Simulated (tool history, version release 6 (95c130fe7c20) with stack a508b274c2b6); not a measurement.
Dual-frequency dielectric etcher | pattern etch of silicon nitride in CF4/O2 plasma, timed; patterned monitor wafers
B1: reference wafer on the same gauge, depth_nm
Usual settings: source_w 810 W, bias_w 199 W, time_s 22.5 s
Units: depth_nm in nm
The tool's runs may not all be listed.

run 1 day=0.000 | source_w=810 bias_w=199 time_s=22.5 | B1=70.7 | depth_nm=75.5
run 2 day=1.442 | source_w=810 bias_w=199 time_s=22.5 | B1=70.7 | depth_nm=72.8
run 3 day=2.754 | source_w=810 bias_w=199 time_s=22.5 | B1=70.7 | depth_nm=73.3
run 4 day=3.658 | source_w=810 bias_w=199 time_s=22.5 | B1=70.7 | depth_nm=73.0
run 5 day=4.892 | source_w=810 bias_w=199 time_s=22.5 | B1=70.7 | depth_nm=73.2
run 6 day=5.617 | source_w=810 bias_w=199 time_s=22.5 | B1=70.7 | depth_nm=73.4
run 7 day=6.383 | source_w=810 bias_w=199 time_s=22.5 | B1=70.7 | depth_nm=73.2
run 8 day=7.033 | source_w=810 bias_w=199 time_s=22.5 | B1=70.7 | depth_nm=73.4
run 9 day=7.804 | source_w=810 bias_w=199 time_s=22.5 | B1=70.7 | depth_nm=73.9
run 10 day=9.046 | source_w=810 bias_w=199 time_s=22.5 | B1=70.7 | depth_nm=74.0
run 11 day=10.404 | source_w=810 bias_w=199 time_s=22.5 | B1=70.7 | depth_nm=73.9
run 12 day=12.017 | source_w=810 bias_w=199 time_s=22.5 | B1=70.7 | depth_nm=73.9
run 13 day=13.888 | source_w=810 bias_w=199 time_s=22.5 | B1=70.7 | depth_nm=74.3
run 14 day=15.229 | source_w=810 bias_w=199 time_s=22.5 | B1=70.7 | depth_nm=74.2
run 15 day=16.308 | source_w=710 bias_w=199 time_s=22.5 | B1=70.7 | depth_nm=67.1
run 16 day=17.396 | source_w=810 bias_w=232 time_s=22.5 | B1=70.7 | depth_nm=78.2
run 17 day=19.621 | source_w=810 bias_w=199 time_s=27.5 | B1=70.7 | depth_nm=91.8
run 18 day=20.733 | source_w=810 bias_w=199 time_s=22.5 | B1=70.7 | depth_nm=75.3
run 19 day=21.917 | source_w=810 bias_w=199 time_s=22.5 | B1=70.7 | depth_nm=75.5
run 20 day=22.950 | source_w=940 bias_w=160 time_s=26.0 | B1=70.7 | depth_nm=92.0
run 21 day=24.029 | source_w=680 bias_w=199 time_s=17.5 | B1=70.7 | depth_nm=49.0
run 22 day=25.312 | source_w=810 bias_w=199 time_s=27.5 | B1=70.7 | depth_nm=88.1
run 23 day=26.150 | source_w=810 bias_w=199 time_s=22.5 | B1=70.7 | depth_nm=72.9
run 24 day=27.008 | source_w=760 bias_w=228 time_s=27.0 | B1=70.7 | depth_nm=86.1
run 25 day=28.508 | source_w=810 bias_w=176 time_s=22.5 | B1=70.7 | depth_nm=70.1
run 26 day=29.550 | source_w=810 bias_w=199 time_s=22.5 | B1=70.7 | depth_nm=72.6
run 27 day=30.425 | source_w=970 bias_w=169 time_s=26.0 | B1=70.7 | depth_nm=92.4
run 28 day=30.979 | source_w=750 bias_w=199 time_s=22.5 | B1=70.7 | depth_nm=68.6
run 29 day=32.412 | source_w=970 bias_w=199 time_s=22.5 | B1=70.7 | depth_nm=84.3
run 30 day=33.383 | source_w=910 bias_w=162 time_s=17.0 | B1=70.7 | depth_nm=56.9

Not shown: 6 entries that the log had between the listed runs. Between which runs, and how does the tool's hidden state differ before and after?
Between runs 1 and 2: wet clean of the chamber (day 0.117)
  etch rate over this chamber's usual, %: 4.04 -> 0.258
  measured less the result without the state, depth_nm: +3.0 -> +0.2 nm
Between runs 11 and 12: upper electrode replaced, of another model than before (day 11.996)
  etch rate over this chamber's usual, %: 1.69 -> 1.95
  measured less the result without the state, depth_nm: +1.2 -> +1.4 nm
Between runs 13 and 14: source power generator calibrated (day 15.208)
  etch rate over this chamber's usual, %: 2.25 -> 2.46
  measured less the result without the state, depth_nm: +1.7 -> +1.8 nm
Between runs 18 and 19: gauge calibrated (day 21.550)
  etch rate over this chamber's usual, %: 3.34 -> 3.53
  measured less the result without the state, depth_nm: +2.4 -> +2.6 nm
Between runs 20 and 21: wet clean of the chamber (day 24.008)
  etch rate over this chamber's usual, %: 3.69 -> -0.793
  measured less the result without the state, depth_nm: +3.3 -> -0.4 nm
Between runs 21 and 22: bias power generator calibrated (day 25.183)
  etch rate over this chamber's usual, %: -0.793 -> -0.588
  measured less the result without the state, depth_nm: -0.4 -> -0.6 nm
